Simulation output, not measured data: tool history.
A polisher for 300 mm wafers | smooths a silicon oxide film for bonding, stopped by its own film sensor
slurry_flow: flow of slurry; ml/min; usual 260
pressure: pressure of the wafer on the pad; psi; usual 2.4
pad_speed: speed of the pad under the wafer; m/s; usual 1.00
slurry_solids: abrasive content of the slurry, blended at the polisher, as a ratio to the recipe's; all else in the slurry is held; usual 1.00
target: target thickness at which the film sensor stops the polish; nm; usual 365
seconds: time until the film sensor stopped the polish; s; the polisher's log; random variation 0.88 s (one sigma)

run	hour	slurry_flow	pressure	pad_speed	slurry_solids	target	wafers since the last listed run	wafers polished on this pad	hours since the slurry nozzle was cleaned	hours since the head pressure was calibrated	hours since the slurry blender was calibrated	incoming thickness of the incoming film, nm	seconds
1	0.0	260	2.9	1.00	1.00	365	0	1847	270.3	551.7	217.1	434.9	78.1
2	37.3	260	2.4	1.00	1.00	365	369	2217	307.6	589.0	254.4	429.6	89.2
3	99.7	260	2.4	1.00	1.00	365	618	2835	370.0	651.4	316.8	426.8	88.0
# hour 106.4: worn pad replaced by a new one
# hour 107.4: slurry blender recalibrated
4	169.0	260	2.4	1.00	1.00	365	636	610	439.3	720.7	61.6	421.9	94.9
5	220.7	260	2.4	1.00	1.00	365	512	1122	491.0	772.4	113.3	434.7	119.3
6	257.1	260	2.4	1.00	1.00	365	360	1482	527.4	808.8	149.7	430.7	115.1
7	298.7	260	2.4	1.00	1.00	365	412	1894	569.0	850.4	191.3	428.4	117.6
# hour 328.8: slurry blender recalibrated, repeated, since the last time left the tool worse
8	365.6	260	2.4	1.00	1.00	365	642	2537	635.9	917.3	36.8	429.0	81.1
9	421.2	260	2.4	1.00	1.00	365	550	3088	691.5	972.9	92.4	426.4	80.9
# hour 459.7: worn pad replaced by a new one
10	488.0	260	2.4	1.00	1.00	365	622	280	758.3	1039.7	159.2	430.0	86.7
11	520.4	260	2.1	1.00	1.00	381	320	601	790.7	1072.1	191.6	429.5	74.8
# hour 573.7: slurry nozzle cleaned
12	586.7	260	2.1	1.00	1.00	381	646	1248	13.0	1138.4	257.9	430.4	77.1
# hour 613.9: slurry blender recalibrated
13	647.9	260	2.1	1.00	1.00	381	586	1834	74.2	1199.6	34.0	423.9	63.5
14	710.9	260	2.4	0.70	1.00	365	624	2458	137.2	1262.6	97.0	428.2	101.1
15	761.9	260	2.8	1.00	1.00	365	505	2963	188.2	1313.6	148.0	437.0	79.9
# hour 770.3: worn pad replaced by a new one
16	805.3	260	2.4	1.00	1.00	365	390	346	231.6	1357.0	191.4	424.5	78.7
17	859.6	260	2.4	1.00	0.90	365	537	884	285.9	1411.3	245.7	425.6	89.6
# hour 885.9: head pressure recalibrated
18	916.4	215	2.4	0.90	1.25	355	542	1427	342.7	30.5	302.5	422.4	89.8
# hour 920.4: slurry blender recalibrated
19	969.2	260	2.1	1.00	1.20	365	503	1930	395.5	83.3	48.8	427.1	80.4
20	1023.3	260	2.4	1.00	0.75	372	535	2466	449.6	137.4	102.9	428.6	91.8
21	1053.0	260	2.9	1.00	1.20	365	294	2760	479.3	167.1	132.6	428.7	62.0
# hour 1067.4: worn pad replaced by a new one
22	1123.4	260	2.4	0.82	1.00	365	657	554	549.7	237.5	203.0	433.4	105.0
23	1168.0	260	2.4	0.68	0.85	365	441	996	594.3	282.1	247.6	426.0	118.4
24	1196.1	260	2.4	1.00	0.80	349	278	1275	622.4	310.2	275.7	428.1	128.9
25	1237.0	260	2.4	1.26	1.00	372	405	1680	663.3	351.1	316.6	428.5	68.9
# hour 1280.2: slurry blender recalibrated
26	1305.9	260	2.4	1.00	1.00	365	662	2342	732.2	420.0	25.7	421.3	71.6
# hour 1338.2: worn pad replaced by a new one
27	1348.8	260	2.4	1.00	1.00	365	385	104	775.1	462.9	68.6	432.9	88.1
28	1390.2	320	2.8	1.00	1.00	378	410	514	816.5	504.3	110.0	428.8	55.2
29	1416.5	260	2.4	1.00	1.00	365	260	775	842.8	530.6	136.3	432.6	89.0

Forecast each of these 5 alternatives for the next run:
A	1416.9	260	2.4	1.00	1.10	365	3	779	843.2	531.0	136.7	428.0	?
B	1416.9	260	2.4	1.28	1.15	384	3	779	843.2	531.0	136.7	428.0	?
C	1416.9	260	2.4	1.00	1.30	365	3	779	843.2	531.0	136.7	428.0	?
D	1416.9	260	2.4	1.20	1.00	385	3	779	843.2	531.0	136.7	428.0	?
E	1416.9	190	2.7	1.00	1.00	365	3	779	843.2	531.0	136.7	428.0	?

run	seconds
A	78.5
B	45.7
C	71.8
D	50.7
E	76.8
Without the tool's hidden state the same runs would have given:
run	seconds
A	75.0
B	43.8
C	68.9
D	48.3
E	73.1
